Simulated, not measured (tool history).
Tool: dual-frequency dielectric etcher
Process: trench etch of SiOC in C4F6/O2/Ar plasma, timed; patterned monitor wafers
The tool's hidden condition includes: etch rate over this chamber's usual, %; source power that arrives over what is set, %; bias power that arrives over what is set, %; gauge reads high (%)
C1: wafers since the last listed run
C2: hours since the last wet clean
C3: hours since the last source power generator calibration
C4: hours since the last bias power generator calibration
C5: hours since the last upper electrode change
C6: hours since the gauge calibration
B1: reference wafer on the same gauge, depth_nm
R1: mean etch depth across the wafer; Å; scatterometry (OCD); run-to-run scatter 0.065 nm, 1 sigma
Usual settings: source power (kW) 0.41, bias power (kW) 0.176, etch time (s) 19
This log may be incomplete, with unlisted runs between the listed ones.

Run 1, day 0: usual settings; C1 0; C2 242.3; C3 1970.2; C4 1271.3; C5 3713.7; C6 411.2; B1 40.03. Result: R1 403.4 Å.
Run 2, day 4.304: usual settings; C1 1694; C2 345.6; C3 2073.5; C4 1374.6; C5 3817; C6 514.5; B1 40.01. Result: R1 403.5 Å.
At day 7.388: wet clean of the chamber.
Run 3, day 7.921: usual settings; C1 1030; C2 12.8; C3 2160.3; C4 1461.4; C5 3903.8; C6 601.3; B1 39.99. Result: R1 398.9 Å.
Run 4, day 11.933: usual settings; C1 1579; C2 109.1; C3 2256.6; C4 1557.7; C5 4000.1; C6 697.6; B1 40.02. Result: R1 399.2 Å.
At day 15.367: gauge calibrated.
Run 5, day 16.021: usual settings; C1 1609; C2 207.2; C3 2354.7; C4 1655.8; C5 4098.2; C6 15.7; B1 40.01. Result: R1 399.7 Å.
At day 17.958: bias power generator calibrated.
Run 6, day 18.292: usual settings but source power (kW) 0.48; C1 828; C2 261.7; C3 2409.2; C4 8; C5 4152.7; C6 70.2; B1 40. Result: R1 433.6 Å.
Run 7, day 22.288: usual settings but source power (kW) 0.48; C1 1573; C2 357.6; C3 2505.1; C4 103.9; C5 4248.6; C6 166.1; B1 39.98. Result: R1 434.7 Å.
At day 25.179: wet clean of the chamber.
Run 8, day 26.088: usual settings but source power (kW) 0.44, bias power (kW) 0.137, etch time (s) 14.5; C1 1102; C2 21.8; C3 2596.3; C4 195.1; C5 4339.8; C6 257.3; B1 40. Result: R1 298.6 Å.
At day 29.896: source power generator calibrated.
At day 30.567: upper electrode replaced.
Run 9, day 30.588: usual settings but bias power (kW) 0.214, etch time (s) 14.5; C1 1442; C2 129.8; C3 16.6; C4 303.1; C5 0.5; C6 365.3; B1 40.03. Result: R1 326 Å.
Run 10, day 32.871: usual settings but source power (kW) 0.51, bias power (kW) 0.151; C1 898; C2 184.6; C3 71.4; C4 357.9; C5 55.3; C6 420.1; B1 39.97. Result: R1 427.7 Å.
Run 11, day 35.5: usual settings but source power (kW) 0.38, bias power (kW) 0.208, etch time (s) 21; C1 1035; C2 247.7; C3 134.5; C4 421; C5 118.4; C6 483.2; B1 39.98. Result: R1 455.7 Å.
Run 12, day 37.508: usual settings; C1 790; C2 295.9; C3 182.7; C4 469.2; C5 166.6; C6 531.4; B1 40. Result: R1 405.3 Å.
Run 13, day 39.967: usual settings; C1 967; C2 354.9; C3 241.7; C4 528.2; C5 225.6; C6 590.4; B1 40.01. Result: R1 407.9 Å.

What will run 14 give?
Run 14, day 41.6: usual settings but etch time (s) 13.5; C1 643; C2 394.1; C3 280.9; C4 567.4; C5 264.8; C6 629.6; B1 ?. Result: R1 ?.

Run 14 produced B1 40, R1 290.1 Å.
The same run, on a tool lacking any hidden state, would have yielded R1 287.7 Å.
